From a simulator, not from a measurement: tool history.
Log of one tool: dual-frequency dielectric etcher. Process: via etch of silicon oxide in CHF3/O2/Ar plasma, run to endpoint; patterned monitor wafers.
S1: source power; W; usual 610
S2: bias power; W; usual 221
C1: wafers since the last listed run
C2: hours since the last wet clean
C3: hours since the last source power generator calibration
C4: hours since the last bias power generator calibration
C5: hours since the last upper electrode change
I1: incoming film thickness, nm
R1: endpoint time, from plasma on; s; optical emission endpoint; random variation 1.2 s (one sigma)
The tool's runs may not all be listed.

run	hour	S1	S2	C1	C2	C3	C4	C5	I1	R1
1	0	610	221	0	314.9	2907.5	1812.3	3748.8	518.9	231.9
2	15.2	610	195	50	330.1	2922.7	1827.5	3764	520.2	237.5
3	22.4	610	195	23	337.3	2929.9	1834.7	3771.2	518.6	236.8
4	38.8	610	210	54	353.7	2946.3	1851.1	3787.6	521.3	233
# hour 58.9: source power generator calibrated
# hour 77.9: wet clean of the chamber
# hour 84.1: upper electrode replaced
5	84.6	610	221	54	6.7	25.7	1896.9	0.5	517.4	243.4
6	85	610	221	1	7.1	26.1	1897.3	0.9	515.4	242.2
7	85.4	610	221	1	7.5	26.5	1897.7	1.3	518.5	241.3
8	113.2	470	193	91	35.3	54.3	1925.5	29.1	515.3	280.8
# hour 123.8: bias power generator calibrated
9	125.7	610	221	28	47.8	66.8	1.9	41.6	520.8	245
10	134	610	210	27	56.1	75.1	10.2	49.9	519.1	245.5
11	143.3	720	178	30	65.4	84.4	19.5	59.2	517.5	237.1
12	159.2	480	269	52	81.3	100.3	35.4	75.1	519.7	251.9
13	176.7	500	263	57	98.8	117.8	52.9	92.6	517.6	247.8

The next listed run, before its measurement:
14	185.4	660	185	28	107.5	126.5	61.6	101.3	516.5	?

{"run 14": {"R1": 241.7}}
Without the tool's hidden state the same run would have given R1 243.2 s.
